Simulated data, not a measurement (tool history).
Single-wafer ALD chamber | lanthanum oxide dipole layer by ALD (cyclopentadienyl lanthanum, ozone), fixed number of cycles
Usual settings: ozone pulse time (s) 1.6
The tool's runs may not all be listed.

run,day,ozone pulse time (s),"read-back reference wafer on the same gauge, thickness_nm",mean film thickness on the monitor wafer (nm)
1,0,1.82,0.43,0.496
2,1.217,1.82,0.43,0.493
3,2.046,1.82,0.43,0.497
4,2.671,1.6,0.43,0.476
5,4.092,1.6,0.43,0.476
6,4.879,1.6,0.43,0.476
7,6.225,1.6,0.43,0.478
# day 7.221: gauge calibrated
8,7.412,1.98,0.43,0.503
9,8.121,1.98,0.43,0.503
# day 8.925: showerhead replaced
# day 9.375: thermocouple changed; heater temperature recalibrated
10,9.396,2.13,0.43,0.506
# day 10.267: ozone generator serviced
11,10.288,1.93,0.43,0.457
12,10.912,0.97,0.43,0.283
13,11.483,1.27,0.43,0.353
14,12.188,1.02,0.43,0.284
15,12.867,1.43,0.43,0.368
# day 13.817: ozone generator serviced, repeated, since the last time left the tool worse
16,13.838,1.6,0.43,0.506
17,14.617,1.6,0.43,0.504
18,15.121,1.6,0.43,0.504

Selected run-to-run steps in mean film thickness on the monitor wafer (nm), each split into two signed amounts: the part the tool would show with no hidden state at all (from settings, incoming material and random variation), and the remainder, which goes to the hidden state together with any gauge scatter not common to the measured and the hidden-state-free results:
Hidden conditions of the tool in this case: wafer temperature above the value expected at the setpoint (K); ozone dose above that of a generator just serviced (%); gauge reads high (%).
Run 11 -> 12: ozone pulse time (s) 1.93 -> 0.97. mean film thickness on the monitor wafer (nm) -0.174: hidden state -0.077, all else -0.097.
Run 15 -> 16: ozone pulse time (s) 1.43 -> 1.6, ozone generator serviced, repeated, since the last time left the tool worse. mean film thickness on the monitor wafer (nm) +0.138: hidden state +0.124, all else +0.014.
